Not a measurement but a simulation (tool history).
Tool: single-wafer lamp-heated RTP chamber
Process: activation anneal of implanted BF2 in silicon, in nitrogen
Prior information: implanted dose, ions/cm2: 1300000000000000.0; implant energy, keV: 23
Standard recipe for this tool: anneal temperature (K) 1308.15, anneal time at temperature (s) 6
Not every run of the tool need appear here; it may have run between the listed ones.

| run | hour | anneal temperature (K) | anneal time at temperature (s) | read-back reference wafer on the same gauge, sheet resistance | sheet resistance of the implanted and annealed layer (ohm/square) |
|---|---|---|---|---|---|
| 1 | 0 | 1308.15 | 6 | 182.09 | 168.24 |
| 2 | 58.5 | 1308.15 | 5 | 181.91 | 173.08 |
|  | 132.1 | pyrometer window cleaned and pyrometer calibrated |
| 3 | 132.6 | 1308.15 | 5 | 182.02 | 172.89 |
| 4 | 160.9 | 1308.15 | 6 | 182.17 | 168.63 |
| 5 | 188.3 | 1308.15 | 6 | 182.03 | 168.49 |
|  | 225.2 | reflector plate cleaned |
| 6 | 225.7 | 1308.15 | 6 | 182.04 | 169.9 |
| 7 | 339.6 | 1308.15 | 6 | 181.93 | 168.3 |
| 8 | 406.1 | 1308.15 | 6 | 181.81 | 167.8 |
| 9 | 430.2 | 1308.15 | 6 | 182.04 | 168.32 |
| 10 | 545 | 1308.15 | 6 | 182.06 | 169.61 |
| 11 | 570.2 | 1308.15 | 6 | 182.03 | 168.71 |
| 12 | 599.9 | 1308.15 | 6 | 181.95 | 168.09 |
| 13 | 633.9 | 1290.15 | 8 | 181.87 | 181.2 |
|  | 669.4 | reflector plate cleaned |
| 14 | 677.7 | 1316.15 | 5 | 182.01 | 164.03 |
|  | 724.6 | pyrometer window cleaned and pyrometer calibrated |
| 15 | 725.1 | 1292.15 | 7 | 182.02 | 182.13 |
| 16 | 865.1 | 1280.15 | 4 | 182.07 | 206.26 |
| 17 | 892 | 1287.15 | 4 | 182.18 | 198.31 |
| 18 | 928.9 | 1295.15 | 8 | 181.97 | 175.6 |
| 19 | 976.4 | 1317.15 | 8 | 182.03 | 153.94 |
| 20 | 1027.2 | 1282.15 | 3 | 182.05 | 206.71 |
| 21 | 1073.6 | 1292.15 | 9 | 181.89 | 176.74 |
| 22 | 1102.2 | 1324.15 | 5 | 181.88 | 156.83 |
|  | 1114.5 | reflector plate cleaned |
| 23 | 1142.1 | 1328.15 | 7 | 181.97 | 147.84 |
| 24 | 1212.6 | 1331.15 | 3 | 182.02 | 161.37 |
|  | 1264.1 | gauge calibrated |
| 25 | 1283.2 | 1308.15 | 6 | 181.98 | 168.12 |
|  | 1311.2 | pyrometer window cleaned and pyrometer calibrated |
| 26 | 1332.1 | 1280.15 | 4 | 182.05 | 207.38 |
| 27 | 1431.6 | 1284.15 | 7 | 181.95 | 190.89 |
| 28 | 1493.9 | 1308.15 | 6 | 181.94 | 168.16 |
| 29 | 1529.7 | 1329.15 | 3 | 181.96 | 163.02 |
| 30 | 1579.1 | 1332.15 | 4 | 181.92 | 156.77 |
|  | 1626.2 | reflector plate cleaned |
| 31 | 1648.7 | 1317.15 | 3 | 182 | 174.14 |
| 32 | 1690.6 | 1286.15 | 6 | 182.01 | 193.03 |
| 33 | 1747.4 | 1308.15 | 3 | 181.79 | 181.95 |
| 34 | 1814.9 | 1287.15 | 3 | 182.08 | 201.79 |
|  | 1856.9 | pyrometer window cleaned and pyrometer calibrated |
| 35 | 1876.9 | 1308.15 | 6 | 181.95 | 167.12 |
| 36 | 1934.4 | 1308.15 | 6 | 182.02 | 168.4 |

Hidden state, per run?
true wafer temperature minus pyrometer reading, K: 0, the same for each run
wafer temperature error from the tarnished reflector plate, K: 0, the same for each run
gauge reads high (%): 0, the same for each run
